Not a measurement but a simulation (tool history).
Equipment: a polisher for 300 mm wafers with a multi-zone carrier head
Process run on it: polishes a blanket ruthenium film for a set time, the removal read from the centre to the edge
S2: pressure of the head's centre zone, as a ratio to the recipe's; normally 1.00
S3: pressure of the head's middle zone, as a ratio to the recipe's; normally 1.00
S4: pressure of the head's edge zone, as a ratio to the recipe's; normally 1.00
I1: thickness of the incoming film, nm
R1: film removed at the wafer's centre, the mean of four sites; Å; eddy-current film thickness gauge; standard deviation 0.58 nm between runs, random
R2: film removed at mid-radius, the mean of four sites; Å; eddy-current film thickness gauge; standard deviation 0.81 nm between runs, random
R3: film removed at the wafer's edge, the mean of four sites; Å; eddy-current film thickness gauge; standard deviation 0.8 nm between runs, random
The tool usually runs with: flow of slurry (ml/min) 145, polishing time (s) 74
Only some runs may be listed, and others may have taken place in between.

{"run": 1, "hour": 0.0, "flow of slurry (ml/min)": 145, "S2": 1.0, "S3": 1.0, "S4": 1.0, "polishing time (s)": 74, "I1": 334.4, "R1": 848, "R2": 787, "R3": 799}
{"run": 2, "hour": 27.5, "flow of slurry (ml/min)": 145, "S2": 1.0, "S3": 1.1, "S4": 1.0, "polishing time (s)": 74, "I1": 332.6, "R1": 848, "R2": 875, "R3": 794}
{"hour": 61.6, "done": "worn pad replaced by a new one"}
{"run": 3, "hour": 62.1, "flow of slurry (ml/min)": 145, "S2": 1.0, "S3": 1.0, "S4": 1.06, "polishing time (s)": 57, "I1": 329.7, "R1": 647, "R2": 620, "R3": 624}
{"hour": 69.3, "done": "carrier head's membrane replaced by a new one"}
{"run": 4, "hour": 73.4, "flow of slurry (ml/min)": 145, "S2": 1.0, "S3": 1.07, "S4": 0.92, "polishing time (s)": 74, "I1": 324.0, "R1": 855, "R2": 847, "R3": 764}
{"run": 5, "hour": 105.4, "flow of slurry (ml/min)": 145, "S2": 1.0, "S3": 1.0, "S4": 1.0, "polishing time (s)": 74, "I1": 329.6, "R1": 841, "R2": 795, "R3": 796}
{"hour": 133.1, "done": "edge zone pressure recalibrated"}
{"run": 6, "hour": 139.1, "flow of slurry (ml/min)": 145, "S2": 1.0, "S3": 1.0, "S4": 1.0, "polishing time (s)": 64, "I1": 328.2, "R1": 732, "R2": 672, "R3": 675}
{"run": 7, "hour": 173.5, "flow of slurry (ml/min)": 145, "S2": 1.09, "S3": 1.0, "S4": 1.0, "polishing time (s)": 93, "I1": 324.3, "R1": 1131, "R2": 982, "R3": 965}
{"run": 8, "hour": 192.6, "flow of slurry (ml/min)": 145, "S2": 1.0, "S3": 1.0, "S4": 1.0, "polishing time (s)": 74, "I1": 337.1, "R1": 839, "R2": 779, "R3": 783}
{"hour": 200.9, "done": "slurry nozzle cleaned"}
{"run": 9, "hour": 208.8, "flow of slurry (ml/min)": 145, "S2": 1.0, "S3": 1.0, "S4": 1.0, "polishing time (s)": 74, "I1": 330.0, "R1": 881, "R2": 794, "R3": 813}
{"run": 10, "hour": 241.4, "flow of slurry (ml/min)": 120, "S2": 1.0, "S3": 1.06, "S4": 0.97, "polishing time (s)": 81, "I1": 332.3, "R1": 929, "R2": 897, "R3": 857}
{"run": 11, "hour": 258.3, "flow of slurry (ml/min)": 145, "S2": 1.0, "S3": 1.0, "S4": 1.0, "polishing time (s)": 74, "I1": 334.8, "R1": 878, "R2": 789, "R3": 794}
{"run": 12, "hour": 284.3, "flow of slurry (ml/min)": 145, "S2": 0.93, "S3": 1.0, "S4": 0.9, "polishing time (s)": 74, "I1": 327.7, "R1": 840, "R2": 809, "R3": 767}
{"hour": 291.6, "done": "worn pad replaced by a new one"}
{"run": 13, "hour": 306.4, "flow of slurry (ml/min)": 145, "S2": 1.09, "S3": 1.0, "S4": 1.0, "polishing time (s)": 74, "I1": 330.4, "R1": 929, "R2": 798, "R3": 796}
{"run": 14, "hour": 318.6, "flow of slurry (ml/min)": 145, "S2": 0.97, "S3": 1.0, "S4": 1.0, "polishing time (s)": 90, "I1": 333.2, "R1": 1052, "R2": 985, "R3": 977}
{"run": 15, "hour": 350.3, "flow of slurry (ml/min)": 145, "S2": 1.09, "S3": 0.94, "S4": 1.0, "polishing time (s)": 74, "I1": 324.3, "R1": 936, "R2": 758, "R3": 794}
{"run": 16, "hour": 385.4, "flow of slurry (ml/min)": 145, "S2": 1.0, "S3": 1.0, "S4": 1.0, "polishing time (s)": 74, "I1": 325.6, "R1": 881, "R2": 781, "R3": 786}
{"run": 17, "hour": 406.6, "flow of slurry (ml/min)": 145, "S2": 1.0, "S3": 1.0, "S4": 1.0, "polishing time (s)": 52, "I1": 328.0, "R1": 618, "R2": 546, "R3": 566}
{"run": 18, "hour": 432.4, "flow of slurry (ml/min)": 105, "S2": 1.0, "S3": 1.0, "S4": 1.0, "polishing time (s)": 74, "I1": 327.5, "R1": 813, "R2": 747, "R3": 758}
{"run": 19, "hour": 445.1, "flow of slurry (ml/min)": 145, "S2": 0.92, "S3": 1.0, "S4": 1.0, "polishing time (s)": 94, "I1": 334.8, "R1": 1060, "R2": 1005, "R3": 994}
{"run": 20, "hour": 474.6, "flow of slurry (ml/min)": 110, "S2": 1.11, "S3": 1.06, "S4": 1.0, "polishing time (s)": 74, "I1": 337.5, "R1": 872, "R2": 780, "R3": 773}
{"run": 21, "hour": 505.1, "flow of slurry (ml/min)": 145, "S2": 0.91, "S3": 1.0, "S4": 0.93, "polishing time (s)": 74, "I1": 326.8, "R1": 819, "R2": 770, "R3": 744}
{"run": 22, "hour": 527.3, "flow of slurry (ml/min)": 175, "S2": 1.0, "S3": 1.0, "S4": 0.93, "polishing time (s)": 74, "I1": 325.6, "R1": 899, "R2": 807, "R3": 769}

Each row is a separate what-if for the run after 22, all from the same tool condition, not one after another. Results?
{"run": "A", "hour": 527.8, "flow of slurry (ml/min)": 145, "S2": 1.0, "S3": 1.0, "S4": 1.0, "polishing time (s)": 55, "I1": 331.4, "R1": "?", "R2": "?", "R3": "?"}
{"run": "B", "hour": 527.8, "flow of slurry (ml/min)": 145, "S2": 1.0, "S3": 1.0, "S4": 0.91, "polishing time (s)": 58, "I1": 331.4, "R1": "?", "R2": "?", "R3": "?"}
{"run": "C", "hour": 527.8, "flow of slurry (ml/min)": 145, "S2": 1.0, "S3": 1.0, "S4": 1.08, "polishing time (s)": 51, "I1": 331.4, "R1": "?", "R2": "?", "R3": "?"}
{"run": "D", "hour": 527.8, "flow of slurry (ml/min)": 100, "S2": 1.0, "S3": 1.0, "S4": 0.91, "polishing time (s)": 93, "I1": 331.4, "R1": "?", "R2": "?", "R3": "?"}

run=A R1=636 R2=582 R3=582
run=B R1=671 R2=614 R3=587
run=C R1=590 R2=540 R3=560
run=D R1=990 R2=916 R3=895
The same runs, with their run-to-run variation unchanged, on a tool lacking any hidden condition would have given:
run=A R1=612 R2=606 R3=598
run=B R1=646 R2=639 R3=604
run=C R1=568 R2=562 R3=576
run=D R1=966 R2=964 R3=927

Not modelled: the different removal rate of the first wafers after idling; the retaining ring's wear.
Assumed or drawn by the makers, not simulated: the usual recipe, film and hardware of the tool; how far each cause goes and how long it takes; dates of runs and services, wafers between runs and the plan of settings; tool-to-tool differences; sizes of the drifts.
